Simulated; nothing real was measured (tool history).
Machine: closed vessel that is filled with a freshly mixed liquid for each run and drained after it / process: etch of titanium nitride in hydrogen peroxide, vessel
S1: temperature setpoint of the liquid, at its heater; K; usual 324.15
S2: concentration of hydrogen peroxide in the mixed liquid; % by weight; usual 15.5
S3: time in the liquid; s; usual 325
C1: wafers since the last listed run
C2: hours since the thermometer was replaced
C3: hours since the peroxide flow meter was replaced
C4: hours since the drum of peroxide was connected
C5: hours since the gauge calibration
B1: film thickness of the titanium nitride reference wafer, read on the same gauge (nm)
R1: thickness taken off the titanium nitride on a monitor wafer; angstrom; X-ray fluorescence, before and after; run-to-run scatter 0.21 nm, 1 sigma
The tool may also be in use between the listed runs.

{"run": 1, "hour": 0.0, "S1": 324.15, "S2": 15.5, "S3": 325, "C1": 0, "C2": 349.8, "C3": 1674.4, "C4": 438.7, "C5": 1011.9, "B1": 110.02, "R1": 262.0}
{"run": 2, "hour": 28.3, "S1": 324.15, "S2": 15.5, "S3": 325, "C1": 1814, "C2": 378.1, "C3": 1702.7, "C4": 467.0, "C5": 1040.2, "B1": 110.02, "R1": 262.3}
{"run": 3, "hour": 52.3, "S1": 327.65, "S2": 12.5, "S3": 325, "C1": 1538, "C2": 402.1, "C3": 1726.7, "C4": 491.0, "C5": 1064.2, "B1": 109.97, "R1": 321.4}
{"hour": 55.7, "done": "peroxide flow meter replaced"}
{"run": 4, "hour": 70.8, "S1": 317.65, "S2": 15.5, "S3": 325, "C1": 1121, "C2": 420.6, "C3": 15.1, "C4": 509.5, "C5": 1082.7, "B1": 110.03, "R1": 163.4}
{"run": 5, "hour": 87.0, "S1": 324.15, "S2": 15.5, "S3": 380, "C1": 1038, "C2": 436.8, "C3": 31.3, "C4": 525.7, "C5": 1098.9, "B1": 110.02, "R1": 306.4}
{"hour": 104.2, "done": "new drum of peroxide connected"}
{"run": 6, "hour": 104.7, "S1": 324.15, "S2": 15.5, "S3": 380, "C1": 1070, "C2": 454.5, "C3": 49.0, "C4": 0.5, "C5": 1116.6, "B1": 109.99, "R1": 300.4}
{"run": 7, "hour": 182.0, "S1": 324.15, "S2": 15.5, "S3": 380, "C1": 4955, "C2": 531.8, "C3": 126.3, "C4": 77.8, "C5": 1193.9, "B1": 109.98, "R1": 304.4}
{"run": 8, "hour": 206.9, "S1": 333.15, "S2": 18.0, "S3": 240, "C1": 1596, "C2": 556.7, "C3": 151.2, "C4": 102.7, "C5": 1218.8, "B1": 109.97, "R1": 371.4}
{"hour": 218.5, "done": "gauge calibrated"}
{"run": 9, "hour": 231.0, "S1": 328.65, "S2": 13.0, "S3": 405, "C1": 1544, "C2": 580.8, "C3": 175.3, "C4": 126.8, "C5": 12.5, "B1": 109.99, "R1": 426.3}
{"run": 10, "hour": 253.5, "S1": 326.65, "S2": 19.5, "S3": 500, "C1": 1442, "C2": 603.3, "C3": 197.8, "C4": 149.3, "C5": 35.0, "B1": 110.02, "R1": 501.5}
{"run": 11, "hour": 284.2, "S1": 324.15, "S2": 15.5, "S3": 325, "C1": 1967, "C2": 634.0, "C3": 228.5, "C4": 180.0, "C5": 65.7, "B1": 110.0, "R1": 255.4}
{"run": 12, "hour": 306.6, "S1": 324.15, "S2": 15.5, "S3": 325, "C1": 1435, "C2": 656.4, "C3": 250.9, "C4": 202.4, "C5": 88.1, "B1": 110.03, "R1": 258.8}
{"run": 13, "hour": 346.2, "S1": 315.65, "S2": 15.5, "S3": 420, "C1": 2538, "C2": 696.0, "C3": 290.5, "C4": 242.0, "C5": 127.7, "B1": 109.99, "R1": 179.4}
{"hour": 412.0, "done": "thermometer replaced"}
{"run": 14, "hour": 448.8, "S1": 324.15, "S2": 15.5, "S3": 325, "C1": 6512, "C2": 36.8, "C3": 393.1, "C4": 344.6, "C5": 230.3, "B1": 110.02, "R1": 271.2}
{"run": 15, "hour": 479.2, "S1": 324.15, "S2": 17.5, "S3": 235, "C1": 1948, "C2": 67.2, "C3": 423.5, "C4": 375.0, "C5": 260.7, "B1": 110.01, "R1": 202.5}
{"run": 16, "hour": 502.8, "S1": 324.15, "S2": 19.0, "S3": 325, "C1": 1512, "C2": 90.8, "C3": 447.1, "C4": 398.6, "C5": 284.3, "B1": 110.02, "R1": 280.7}
{"run": 17, "hour": 526.3, "S1": 324.15, "S2": 15.5, "S3": 325, "C1": 1506, "C2": 114.3, "C3": 470.6, "C4": 422.1, "C5": 307.8, "B1": 109.98, "R1": 269.0}
{"run": 18, "hour": 545.6, "S1": 324.15, "S2": 15.5, "S3": 325, "C1": 1237, "C2": 133.6, "C3": 489.9, "C4": 441.4, "C5": 327.1, "B1": 109.98, "R1": 270.5}
{"run": 19, "hour": 578.1, "S1": 321.15, "S2": 17.5, "S3": 210, "C1": 2083, "C2": 166.1, "C3": 522.4, "C4": 473.9, "C5": 359.6, "B1": 110.01, "R1": 145.8}
{"hour": 618.7, "done": "new drum of peroxide connected"}
{"run": 20, "hour": 661.9, "S1": 317.65, "S2": 19.0, "S3": 190, "C1": 5307, "C2": 249.9, "C3": 606.2, "C4": 43.2, "C5": 443.4, "B1": 109.97, "R1": 102.2}
{"run": 21, "hour": 692.8, "S1": 324.15, "S2": 19.5, "S3": 325, "C1": 1980, "C2": 280.8, "C3": 637.1, "C4": 74.1, "C5": 474.3, "B1": 109.94, "R1": 281.3}
{"run": 22, "hour": 709.1, "S1": 319.15, "S2": 15.5, "S3": 410, "C1": 1044, "C2": 297.1, "C3": 653.4, "C4": 90.4, "C5": 490.6, "B1": 109.95, "R1": 231.8}
{"run": 23, "hour": 739.1, "S1": 318.15, "S2": 18.5, "S3": 450, "C1": 1923, "C2": 327.1, "C3": 683.4, "C4": 120.4, "C5": 520.6, "B1": 110.0, "R1": 249.0}
{"run": 24, "hour": 753.3, "S1": 328.15, "S2": 15.5, "S3": 325, "C1": 910, "C2": 341.3, "C3": 697.6, "C4": 134.6, "C5": 534.8, "B1": 110.0, "R1": 350.8}
{"run": 25, "hour": 766.0, "S1": 330.15, "S2": 15.5, "S3": 325, "C1": 814, "C2": 354.0, "C3": 710.3, "C4": 147.3, "C5": 547.5, "B1": 110.02, "R1": 401.4}
{"run": 26, "hour": 787.6, "S1": 328.15, "S2": 15.5, "S3": 505, "C1": 1384, "C2": 375.6, "C3": 731.9, "C4": 168.9, "C5": 569.1, "B1": 109.99, "R1": 544.4}
{"run": 27, "hour": 861.1, "S1": 327.65, "S2": 18.5, "S3": 175, "C1": 4711, "C2": 449.1, "C3": 805.4, "C4": 242.4, "C5": 642.6, "B1": 109.98, "R1": 189.5}
{"run": 28, "hour": 884.5, "S1": 324.15, "S2": 12.0, "S3": 180, "C1": 1500, "C2": 472.5, "C3": 828.8, "C4": 265.8, "C5": 666.0, "B1": 110.01, "R1": 140.5}
{"run": 29, "hour": 916.6, "S1": 332.65, "S2": 12.5, "S3": 180, "C1": 2057, "C2": 504.6, "C3": 860.9, "C4": 297.9, "C5": 698.1, "B1": 109.98, "R1": 255.6}
{"run": 30, "hour": 948.1, "S1": 324.15, "S2": 15.5, "S3": 395, "C1": 2019, "C2": 536.1, "C3": 892.4, "C4": 329.4, "C5": 729.6, "B1": 110.0, "R1": 319.2}

Predict each of these 3 candidate next runs independently; none follows another, all start after run 30:
{"run": "A", "hour": 948.8, "S1": 324.15, "S2": 15.5, "S3": 325, "C1": 44, "C2": 536.8, "C3": 893.1, "C4": 330.1, "C5": 730.3, "B1": "?", "R1": "?"}
{"run": "B", "hour": 948.8, "S1": 332.15, "S2": 15.5, "S3": 175, "C1": 44, "C2": 536.8, "C3": 893.1, "C4": 330.1, "C5": 730.3, "B1": "?", "R1": "?"}
{"run": "C", "hour": 948.8, "S1": 324.15, "S2": 17.0, "S3": 415, "C1": 44, "C2": 536.8, "C3": 893.1, "C4": 330.1, "C5": 730.3, "B1": "?", "R1": "?"}

run=A B1=110.01 R1=261.3
run=B B1=110.01 R1=246.8
run=C B1=110.01 R1=340.2
The same runs, with their run-to-run variation unchanged, on a tool lacking any hidden condition would have given:
run=A R1=270.1
run=B R1=254.7
run=C R1=351.6

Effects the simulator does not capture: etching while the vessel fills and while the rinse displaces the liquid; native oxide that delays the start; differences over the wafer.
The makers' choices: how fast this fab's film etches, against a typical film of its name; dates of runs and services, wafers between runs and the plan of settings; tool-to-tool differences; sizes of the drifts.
